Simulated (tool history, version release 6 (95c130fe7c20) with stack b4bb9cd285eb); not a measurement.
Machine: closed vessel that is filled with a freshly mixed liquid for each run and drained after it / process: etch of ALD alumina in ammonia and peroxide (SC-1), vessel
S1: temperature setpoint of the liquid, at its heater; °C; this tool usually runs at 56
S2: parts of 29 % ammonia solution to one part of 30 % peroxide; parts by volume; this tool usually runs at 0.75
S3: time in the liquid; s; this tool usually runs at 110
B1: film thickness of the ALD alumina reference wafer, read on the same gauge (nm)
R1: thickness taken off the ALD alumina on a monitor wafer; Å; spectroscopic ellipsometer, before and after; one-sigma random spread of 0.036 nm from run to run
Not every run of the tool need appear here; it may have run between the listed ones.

{"run": 1, "hour": 0.0, "S1": 50.5, "S2": 0.75, "S3": 110, "B1": 70, "R1": 62.9}
{"run": 2, "hour": 17.8, "S1": 56, "S2": 0.75, "S3": 110, "B1": 70.03, "R1": 85}
{"run": 3, "hour": 26.8, "S1": 56, "S2": 1, "S3": 110, "B1": 70.02, "R1": 87}
{"run": 4, "hour": 42.4, "S1": 56, "S2": 1, "S3": 110, "B1": 70.01, "R1": 87.3}
{"run": 5, "hour": 53.2, "S1": 54, "S2": 0.65, "S3": 110, "B1": 70.01, "R1": 74.8}
{"run": 6, "hour": 69.3, "S1": 56, "S2": 0.75, "S3": 110, "B1": 69.96, "R1": 84.3}
{"run": 7, "hour": 86.5, "S1": 56, "S2": 0.75, "S3": 110, "B1": 70.02, "R1": 84.7}
{"run": 8, "hour": 95.1, "S1": 56, "S2": 0.75, "S3": 110, "B1": 69.96, "R1": 84.9}
{"run": 9, "hour": 106.7, "S1": 56, "S2": 0.75, "S3": 155, "B1": 69.99, "R1": 119}
{"hour": 119.9, "done": "new drum of ammonia solution connected"}
{"run": 10, "hour": 120.4, "S1": 62.5, "S2": 0.75, "S3": 110, "B1": 70.03, "R1": 118.1}
{"hour": 130.9, "done": "thermometer replaced"}
{"run": 11, "hour": 132.2, "S1": 62.5, "S2": 0.75, "S3": 110, "B1": 69.99, "R1": 102.8}
{"run": 12, "hour": 144.1, "S1": 62.5, "S2": 0.75, "S3": 110, "B1": 69.98, "R1": 102.6}
{"run": 13, "hour": 153.1, "S1": 53.5, "S2": 0.75, "S3": 110, "B1": 69.99, "R1": 64.7}
{"run": 14, "hour": 166.9, "S1": 56, "S2": 0.75, "S3": 110, "B1": 69.98, "R1": 74}
{"run": 15, "hour": 177.0, "S1": 65, "S2": 0.75, "S3": 155, "B1": 69.96, "R1": 165.4}
{"hour": 184.9, "done": "gauge calibrated"}
{"hour": 187.3, "done": "ammonia flow meter replaced"}
{"run": 16, "hour": 193.1, "S1": 56, "S2": 0.75, "S3": 110, "B1": 69.97, "R1": 74.5}
{"run": 17, "hour": 202.6, "S1": 62, "S2": 0.55, "S3": 60, "B1": 70, "R1": 53.2}
{"run": 18, "hour": 217.9, "S1": 64.5, "S2": 0.75, "S3": 110, "B1": 69.99, "R1": 114.7}
{"run": 19, "hour": 230.2, "S1": 62.5, "S2": 0.75, "S3": 110, "B1": 69.96, "R1": 103.3}
{"run": 20, "hour": 237.0, "S1": 56, "S2": 0.75, "S3": 60, "B1": 69.99, "R1": 40.4}
{"run": 21, "hour": 247.0, "S1": 47, "S2": 0.75, "S3": 110, "B1": 69.97, "R1": 45.9}
{"run": 22, "hour": 263.7, "S1": 63, "S2": 0.85, "S3": 170, "B1": 70.05, "R1": 166.1}
{"run": 23, "hour": 278.6, "S1": 64.5, "S2": 0.9, "S3": 155, "B1": 70.02, "R1": 165.7}
{"run": 24, "hour": 291.6, "S1": 56, "S2": 0.55, "S3": 110, "B1": 70.04, "R1": 72.9}
{"run": 25, "hour": 303.4, "S1": 56, "S2": 0.75, "S3": 65, "B1": 70.01, "R1": 44.1}
{"run": 26, "hour": 311.3, "S1": 53, "S2": 1.1, "S3": 110, "B1": 69.97, "R1": 66.1}
{"run": 27, "hour": 326.4, "S1": 65.5, "S2": 0.65, "S3": 170, "B1": 70, "R1": 185}

Below, some changes in R1 between adjacent runs. For each, the amount present without the hidden state too (settings, incoming material, random variation) and the amount remaining for the hidden state with gauge scatter not shared by both compared results:
The hidden state here: liquid hotter than its thermometer reads (K); ammonia flow above the setpoint (%); ammonia solution weaker than its label (%); gauge reads high (%).
Run 8 -> 9: S3 110 -> 155. R1 +34.1 Å: hidden state +4.7, all else +29.4.
Run 10 -> 11: thermometer replaced. R1 -15.3 Å: hidden state -14.9, all else -0.4.
Run 21 -> 22: S1 47 -> 63, S2 0.75 -> 0.85, S3 110 -> 170. R1 +120.2 Å: hidden state +1.9, all else +118.3.
Run 26 -> 27: S1 53 -> 65.5, S2 1.1 -> 0.65, S3 110 -> 170. R1 +118.9 Å: hidden state +2.3, all else +116.6.
